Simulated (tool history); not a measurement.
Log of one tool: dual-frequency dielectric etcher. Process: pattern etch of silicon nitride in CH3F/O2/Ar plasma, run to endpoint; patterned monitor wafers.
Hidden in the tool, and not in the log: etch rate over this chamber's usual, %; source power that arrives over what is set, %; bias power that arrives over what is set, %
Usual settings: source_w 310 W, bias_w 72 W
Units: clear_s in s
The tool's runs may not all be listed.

| run | hour | source_w | bias_w | wafers since the last listed run | hours since the last wet clean | hours since the last source power generator calibration | hours since the last bias power generator calibration | hours since the last upper electrode change | incoming incoming film thickness, nm | clear_s |
|---|---|---|---|---|---|---|---|---|---|---|
| 1 | 0 | 310 | 72 | 0 | 45.7 | 3452.2 | 1098.3 | 2438.2 | 25.41 | 39.1 |
| 2 | 105.4 | 310 | 72 | 1433 | 151.1 | 3557.6 | 1203.7 | 2543.6 | 24.9 | 37.9 |
| 3 | 155.1 | 370 | 72 | 676 | 200.8 | 3607.3 | 1253.4 | 2593.3 | 25.29 | 36.1 |
| 4 | 214 | 370 | 72 | 801 | 259.7 | 3666.2 | 1312.3 | 2652.2 | 25.04 | 35.2 |
| 5 | 321.4 | 310 | 72 | 1461 | 367.1 | 3773.6 | 1419.7 | 2759.6 | 25.46 | 38 |
| 6 | 366 | 310 | 72 | 606 | 411.7 | 3818.2 | 1464.3 | 2804.2 | 25.08 | 37.5 |
|  | 425.6 | source power generator calibrated |
|  | 536.6 | wet clean of the chamber |
| 7 | 659.7 | 310 | 72 | 3614 | 123.1 | 234.1 | 1758 | 3097.9 | 25.07 | 38.5 |
| 8 | 723 | 280 | 58 | 861 | 186.4 | 297.4 | 1821.3 | 3161.2 | 25.24 | 42.6 |
|  | 932.9 | upper electrode replaced |
| 9 | 970.6 | 280 | 58 | 3041 | 434 | 545 | 2068.9 | 37.7 | 25.1 | 41.5 |
|  | 1010.2 | bias power generator calibrated |
| 10 | 1057.5 | 330 | 72 | 1127 | 520.9 | 631.9 | 47.3 | 124.6 | 25.32 | 37.5 |
| 11 | 1161 | 330 | 72 | 1408 | 624.4 | 735.4 | 150.8 | 228.1 | 24.87 | 36.2 |
| 12 | 1229.1 | 330 | 72 | 926 | 692.5 | 803.5 | 218.9 | 296.2 | 25.31 | 36.5 |
|  | 1291.2 | wet clean of the chamber |
| 13 | 1316.6 | 310 | 76 | 863 | 25.4 | 891 | 306.4 | 383.7 | 25.08 | 38.1 |
| 14 | 1371.8 | 310 | 72 | 750 | 80.6 | 946.2 | 361.6 | 438.9 | 24.97 | 38.2 |
| 15 | 1459.3 | 340 | 67 | 1190 | 168.1 | 1033.7 | 449.1 | 526.4 | 25.22 | 38.3 |
| 16 | 1536.5 | 380 | 67 | 1050 | 245.3 | 1110.9 | 526.3 | 603.6 | 25.19 | 36.6 |
| 17 | 1633.9 | 360 | 89 | 1325 | 342.7 | 1208.3 | 623.7 | 701 | 25.23 | 33.9 |
| 18 | 1707.7 | 380 | 72 | 1003 | 416.5 | 1282.1 | 697.5 | 774.8 | 25.21 | 35.6 |
| 19 | 1751.4 | 310 | 72 | 594 | 460.2 | 1325.8 | 741.2 | 818.5 | 25.07 | 37.1 |
| 20 | 1804.2 | 350 | 83 | 718 | 513 | 1378.6 | 794 | 871.3 | 25.12 | 34.2 |
| 21 | 1886 | 310 | 57 | 1112 | 594.8 | 1460.4 | 875.8 | 953.1 | 25.14 | 40.3 |
| 22 | 1924 | 240 | 77 | 516 | 632.8 | 1498.4 | 913.8 | 991.1 | 25.52 | 39.4 |
|  | 1987.5 | wet clean of the chamber |
| 23 | 1988 | 380 | 58 | 544 | 0.5 | 1562.4 | 977.8 | 1055.1 | 25.05 | 39.1 |
| 24 | 2056.8 | 310 | 72 | 935 | 69.3 | 1631.2 | 1046.6 | 1123.9 | 25.2 | 38.7 |
| 25 | 2124.4 | 360 | 72 | 919 | 136.9 | 1698.8 | 1114.2 | 1191.5 | 25.18 | 36.8 |
| 26 | 2191.3 | 250 | 68 | 910 | 203.8 | 1765.7 | 1181.1 | 1258.4 | 25.31 | 42.3 |
| 27 | 2259.9 | 250 | 68 | 933 | 272.4 | 1834.3 | 1249.7 | 1327 | 25.18 | 41.2 |
| 28 | 2332.7 | 310 | 66 | 990 | 345.2 | 1907.1 | 1322.5 | 1399.8 | 25.42 | 39.7 |
| 29 | 2369.9 | 360 | 84 | 506 | 382.4 | 1944.3 | 1359.7 | 1437 | 24.88 | 33.7 |
| 30 | 2474.9 | 350 | 89 | 1428 | 487.4 | 2049.3 | 1464.7 | 1542 | 25.15 | 33.5 |
| 31 | 2511.5 | 330 | 72 | 497 | 524 | 2085.9 | 1501.3 | 1578.6 | 24.91 | 36.1 |
| 32 | 2596 | 370 | 64 | 1149 | 608.5 | 2170.4 | 1585.8 | 1663.1 | 24.92 | 36.1 |
|  | 2641.3 | wet clean of the chamber |
| 33 | 2641.8 | 370 | 64 | 296 | 0.5 | 2216.2 | 1631.6 | 1708.9 | 25.27 | 37.7 |
| 34 | 2685.3 | 310 | 72 | 591 | 44 | 2259.7 | 1675.1 | 1752.4 | 25.16 | 38.3 |

Hidden state at the last listed run before each entry between runs and at the first one after, where it differs:
Between runs 6 and 7: source power generator calibrated (hour 425.6); wet clean of the chamber (hour 536.6)
  etch rate over this chamber's usual, %: 3.58 -> -0.141
  measured less the result without the state, clear_s: -1.4 -> +0 s
Between runs 8 and 9: upper electrode replaced (hour 932.9)
  etch rate over this chamber's usual, %: 0.362 -> 2.33
  measured less the result without the state, clear_s: -0.1 -> -1 s
Between runs 9 and 10: bias power generator calibrated (hour 1010.2)
  etch rate over this chamber's usual, %: 2.33 -> 3.02
  measured less the result without the state, clear_s: -1 -> -1.1 s
Between runs 12 and 13: wet clean of the chamber (hour 1291.2)
  etch rate over this chamber's usual, %: 4.38 -> -0.0811
  measured less the result without the state, clear_s: -1.6 -> +0 s
Between runs 22 and 23: wet clean of the chamber (hour 1987.5)
  etch rate over this chamber's usual, %: 4.74 -> -0.182
  measured less the result without the state, clear_s: -1.9 -> +0.1 s
Between runs 32 and 33: wet clean of the chamber (hour 2641.3)
  etch rate over this chamber's usual, %: 4.64 -> 0.618
  measured less the result without the state, clear_s: -1.7 -> -0.2 s
